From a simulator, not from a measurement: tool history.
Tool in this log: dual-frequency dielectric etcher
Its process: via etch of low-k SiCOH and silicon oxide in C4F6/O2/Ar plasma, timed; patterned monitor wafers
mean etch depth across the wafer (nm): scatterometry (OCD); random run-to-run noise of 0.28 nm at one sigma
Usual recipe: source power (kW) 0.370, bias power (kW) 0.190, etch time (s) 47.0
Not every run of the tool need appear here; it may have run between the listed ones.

run   hour  source power (kW)  bias power (kW)  etch time (s)  read-back reference wafer on the same gauge, depth_nm  mean etch depth across the wafer (nm)
  1    0.0              0.370            0.190           47.0                                                  104.0                                  114.6
  2   28.1              0.370            0.190           47.0                                                  104.1                                  115.1
  3   62.9              0.370            0.190           36.0                                                  103.9                                   87.9
  4   86.6              0.370            0.207           47.0                                                  104.0                                  117.6
  5   98.7              0.370            0.207           47.0                                                  104.0                                  117.6
  6  125.2              0.370            0.190           50.5                                                  104.0                                  123.3
  7  147.5              0.370            0.190           50.5                                                  104.0                                  124.2
  8  178.2              0.370            0.143           47.0                                                  104.1                                  106.5
  9  207.0              0.370            0.190           60.0                                                  104.0                                  146.4
 10  224.7              0.460            0.168           35.5                                                  104.0                                   89.8
 11  265.2              0.370            0.190           39.0                                                  104.0                                   95.0
 12  281.7              0.300            0.144           56.5                                                  104.0                                  120.4
 13  317.0              0.340            0.190           47.0                                                  104.0                                  112.2
 14  334.0              0.370            0.190           47.0                                                  104.0                                  114.6

Missing from the log above: 6 entries noted between runs. For each, name the pair of listed runs it sits between and say how the tool's hidden condition differs from the listed run just before to the listed run just after:
After run 6, before run 7: gauge calibrated (hour 134.1)
  both runs share identical hidden conditions
After run 7, before run 8: wet clean of the chamber (hour 175.4)
  both runs share identical hidden conditions
After run 8, before run 9: bias power generator calibrated (hour 206.5)
  both runs share identical hidden conditions
After run 9, before run 10: source power generator calibrated (hour 211.1)
  both runs share identical hidden conditions
After run 10, before run 11: upper electrode replaced (hour 264.7)
  both runs share identical hidden conditions
After run 13, before run 14: gauge calibrated (hour 334.0)
  both runs share identical hidden conditions

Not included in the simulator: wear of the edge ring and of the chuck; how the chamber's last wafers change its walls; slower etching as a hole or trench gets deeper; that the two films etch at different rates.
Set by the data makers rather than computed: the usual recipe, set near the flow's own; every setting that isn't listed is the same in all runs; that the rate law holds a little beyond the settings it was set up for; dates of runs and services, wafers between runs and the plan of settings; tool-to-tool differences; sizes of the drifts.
